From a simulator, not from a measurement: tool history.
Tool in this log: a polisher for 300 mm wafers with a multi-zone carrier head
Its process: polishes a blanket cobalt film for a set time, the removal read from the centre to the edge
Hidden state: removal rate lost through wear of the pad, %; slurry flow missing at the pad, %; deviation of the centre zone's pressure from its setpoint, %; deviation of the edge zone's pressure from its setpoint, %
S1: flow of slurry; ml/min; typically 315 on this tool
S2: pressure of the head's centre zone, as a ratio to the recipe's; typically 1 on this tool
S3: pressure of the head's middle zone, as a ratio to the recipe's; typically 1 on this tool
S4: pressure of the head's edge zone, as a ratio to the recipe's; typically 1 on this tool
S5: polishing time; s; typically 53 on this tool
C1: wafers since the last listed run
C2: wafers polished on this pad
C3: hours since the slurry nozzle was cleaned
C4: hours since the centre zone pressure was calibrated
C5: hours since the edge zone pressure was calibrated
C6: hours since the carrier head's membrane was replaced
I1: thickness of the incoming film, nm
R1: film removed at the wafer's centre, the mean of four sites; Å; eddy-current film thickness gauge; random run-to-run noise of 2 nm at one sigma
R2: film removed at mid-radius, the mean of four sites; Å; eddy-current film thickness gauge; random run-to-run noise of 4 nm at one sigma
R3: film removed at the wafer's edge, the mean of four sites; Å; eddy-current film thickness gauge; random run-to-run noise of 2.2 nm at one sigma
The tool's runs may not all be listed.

run	hour	S1	S2	S3	S4	S5	C1	C2	C3	C4	C5	C6	I1	R1	R2	R3
1	0	315	1	1	1	53	0	1030	189	391.2	1063.9	1405.8	875.9	2127	2431	2306
2	18	315	0.92	1	0.91	53	115	1145	207	409.2	1081.9	1423.8	866	1948	2436	2196
3	31	315	0.92	1	0.91	53	83	1229	220	422.2	1094.9	1436.8	849.6	1973	2437	2182
4	37.3	315	1	1	1	60	40	1269	226.3	428.5	1101.2	1443.1	876.6	2386	2781	2601
5	44.4	315	1	1	1	53	45	1314	233.4	435.6	1108.3	1450.2	856.8	2085	2395	2243
6	52.7	315	1	1	1	53	53	1367	241.7	443.9	1116.6	1458.5	859.3	2089	2449	2302
7	64.1	315	1	1	0.96	47	72	1440	253.1	455.3	1128	1469.9	855.4	1822	2098	1974
# hour 70.6: slurry nozzle cleaned
# hour 80: edge zone pressure recalibrated
8	80.5	315	1	1	1	53	85	1526	9.9	471.7	0.5	1486.3	849.5	2055	2355	2280
# hour 88.7: worn pad replaced by a new one
9	92.3	315	0.96	1	0.89	53	49	22	21.7	483.5	12.3	1498.1	854.6	2227	2719	2395
# hour 98.1: carrier head's membrane replaced by a new one
10	105.8	315	0.93	1	0.89	44	54	77	35.2	497	25.8	7.7	869.5	1756	2141	1941
11	118.1	315	1	1	1.04	64	78	155	47.5	509.3	38.1	20	858.8	2670	3085	3006
# hour 124.1: centre zone pressure recalibrated
12	130	315	1.11	0.92	1	53	63	219	59.4	5.9	50	31.9	853.7	2631	2311	2391
13	146.3	315	1	1	0.95	53	104	323	75.7	22.2	66.3	48.2	870.1	2351	2455	2316
14	161.1	315	1	1	0.93	53	94	418	90.5	37	81.1	63	865.6	2352	2481	2266

For some of the steps in R1 from one run to the next: how much would appear even if the tool had no hidden state, given the settings, what came in and random variation, and how much remains for the hidden state plus any gauge scatter that the measured result and the result without hidden state don't share?
Run 10 -> 11: S2 0.93 -> 1, S4 0.89 -> 1.04, S5 44 -> 64. R1 +914 Å: hidden state -197, all else +1111.
Run 11 -> 12: S2 1 -> 1.11, S3 1 -> 0.92, S4 1.04 -> 1, S5 64 -> 53, centre zone pressure recalibrated. R1 -39 Å: hidden state +273, all else -312.

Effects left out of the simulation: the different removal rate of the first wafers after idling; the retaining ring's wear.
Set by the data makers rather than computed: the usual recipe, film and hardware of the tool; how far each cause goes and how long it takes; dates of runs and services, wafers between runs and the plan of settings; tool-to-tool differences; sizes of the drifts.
